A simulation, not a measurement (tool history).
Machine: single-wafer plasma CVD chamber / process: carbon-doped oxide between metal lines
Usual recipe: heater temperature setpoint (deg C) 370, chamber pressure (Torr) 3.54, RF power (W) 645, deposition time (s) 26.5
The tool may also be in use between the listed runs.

run   hour  heater temperature setpoint (deg C)  chamber pressure (Torr)  RF power (W)  deposition time (s)  wafers since the last listed run  hours since the last thermocouple change  hours since the last RF generator calibration  hours since the last manometer calibration  hours since the showerhead was replaced  hours since the gauge calibration  read-back reference wafer on the same gauge, thickness_nm  mean film thickness on the monitor wafer (angstrom)
  1      0                                  370                     3.54           645                 26.5                                 0                                    1551.9                                         1555.2                                      1350.8                                     8139                              278.7                                                    149.097                                              1292.95
  2   22.3                                  370                     3.54           645                 26.5                               812                                    1574.2                                         1577.5                                      1373.1                                   8161.3                                301                                                    149.155                                              1294.52
  3   47.5                                  370                     3.54           645                 26.5                               918                                    1599.4                                         1602.7                                      1398.3                                   8186.5                              326.2                                                    148.982                                              1287.71
  4     74                                  370                     3.54           645                 26.5                               965                                    1625.9                                         1629.2                                      1424.8                                     8213                              352.7                                                    149.022                                               1287.4
  5   92.1                                  370                     3.54           645                 26.5                               659                                      1644                                         1647.3                                      1442.9                                   8231.1                              370.8                                                    149.111                                              1278.87
  6    117                                  370                     3.83           645                 26.5                               907                                    1668.9                                         1672.2                                      1467.8                                     8256                              395.7                                                    149.118                                              1305.23
  7  152.4                                  370                     3.83           645                 26.5                              1290                                    1704.3                                         1707.6                                      1503.2                                   8291.4                              431.1                                                    148.902                                              1290.54
  8    183                                  370                     3.54           645                 26.5                              1115                                    1734.9                                         1738.2                                      1533.8                                     8322                              461.7                                                    149.056                                              1292.74
  9  211.4                                  370                     3.54           645                 26.5                              1035                                    1763.3                                         1766.6                                      1562.2                                   8350.4                              490.1                                                    148.876                                              1281.79
     223.8  -- gauge calibrated
     244.6  -- capacitance manometer re-zeroed and calibrated
 10  245.1                                  370                     3.54           645                 26.5                               936                                      1797                                         1800.3                                         0.5                                   8384.1                               21.3                                                    148.916                                              1279.67
     260.1  -- RF generator calibrated
 11  269.2                                  370                     2.83           525                 26.5                               586                                    1821.1                                            9.1                                        24.6                                   8408.2                               45.4                                                    149.025                                              1143.07
 12  283.8                                  381                     3.23           615                 28.6                               532                                    1835.7                                           23.7                                        39.2                                   8422.8                                 60                                                    149.016                                               1372.1
 13  310.9                                  375                     3.54           690                 29.9                               987                                    1862.8                                           50.8                                        66.3                                   8449.9                               87.1                                                    149.124                                              1599.07
     330.6  -- showerhead replaced
 14  331.8                                  370                     3.22           645                 24.1                               470                                    1883.7                                           71.7                                        87.2                                      1.2                                108                                                    148.903                                              1233.89
     354.7  -- thermocouple changed; heater temperature recalibrated
 15  355.2                                  370                     3.27           765                 26.5                               561                                       0.5                                           95.1                                       110.6                                     24.6                              131.4                                                    148.946                                              1533.41
 16  383.5                                  370                     3.54           645                 26.5                              1031                                      28.8                                          123.4                                       138.9                                     52.9                              159.7                                                    149.046                                              1364.88
 17  405.9                                  370                     3.83           645                 26.5                               816                                      51.2                                          145.8                                       161.3                                     75.3                              182.1                                                    149.063                                               1378.7
 18  432.3                                  377                     4.02           645                 21.3                               962                                      77.6                                          172.2                                       187.7                                    101.7                              208.5                                                    149.208                                              1103.75
 19  449.7                                  376                     3.54           645                 26.5                               634                                        95                                          189.6                                       205.1                                    119.1                              225.9                                                    149.013                                              1343.14
 20  478.1                                  370                     3.54           645                 26.5                              1035                                     123.4                                            218                                       233.5                                    147.5                              254.3                                                    149.009                                              1367.14
 21  492.7                                  370                     3.54           645                 26.5                               532                                       138                                          232.6                                       248.1                                    162.1                              268.9                                                    148.965                                               1352.7

What if the next run were any one of these 4? Each begins from the tool's condition after run 21:
  A  493.1                                  370                     3.54           645                 26.5                                14                                     138.4                                            233                                       248.5                                    162.5                              269.3                                                          ?                                                    ?
  B  493.1                                  370                     4.35           645                 26.5                                14                                     138.4                                            233                                       248.5                                    162.5                              269.3                                                          ?                                                    ?
  C  493.1                                  384                     2.83           685                 26.5                                14                                     138.4                                            233                                       248.5                                    162.5                              269.3                                                          ?                                                    ?
  D  493.1                                  370                     3.54           645                 24.1                                14                                     138.4                                            233                                       248.5                                    162.5                              269.3                                                          ?                                                    ?

run  read-back reference wafer on the same gauge, thickness_nm  mean film thickness on the monitor wafer (angstrom)
  A                                                    148.884                                              1370.97
  B                                                    148.884                                              1412.72
  C                                                    148.884                                              1356.96
  D                                                    148.884                                               1248.7
The same runs, with their run-to-run variation unchanged, on a tool lacking any hidden condition would have given:
run  mean film thickness on the monitor wafer (angstrom)
  A                                              1391.08
  B                                              1433.44
  C                                              1376.45
  D                                              1267.01
